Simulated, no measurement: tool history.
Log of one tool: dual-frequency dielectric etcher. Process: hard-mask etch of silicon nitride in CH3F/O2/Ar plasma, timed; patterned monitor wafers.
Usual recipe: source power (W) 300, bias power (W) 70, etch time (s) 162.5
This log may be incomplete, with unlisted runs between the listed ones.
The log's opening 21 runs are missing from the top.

run	hour	source power (W)	bias power (W)	etch time (s)	read-back reference wafer on the same gauge, depth_nm	mean etch depth across the wafer (Å)
22	1177.2	250	54	162.5	112.7	828
# hour 1218.3: upper electrode replaced
# hour 1309.6: source power generator calibrated
23	1386.8	260	81	202.5	112.8	1193
# hour 1423.5: wet clean of the chamber
24	1432.5	230	80	141.5	112.8	814
25	1461.9	260	86	125.0	112.8	762
26	1507.3	300	85	128.5	112.8	804
27	1560.7	330	70	162.5	112.9	977
28	1608.0	300	87	162.5	112.8	1023
29	1669.9	270	70	207.0	112.8	1178
30	1738.5	300	70	162.5	112.8	945

Alternative continuations, all from the tool just after run 30; predict every row:
A	1739.0	300	70	162.5	?	?
B	1739.0	360	65	192.0	?	?
C	1739.0	380	57	207.5	?	?

run	read-back reference wafer on the same gauge, depth_nm	mean etch depth across the wafer (Å)
A	112.7	945
B	112.7	1142
C	112.7	1198
Stripped of hidden state, with their random variation kept, the same runs would have yielded:
run	mean etch depth across the wafer (Å)
A	954
B	1152
C	1209
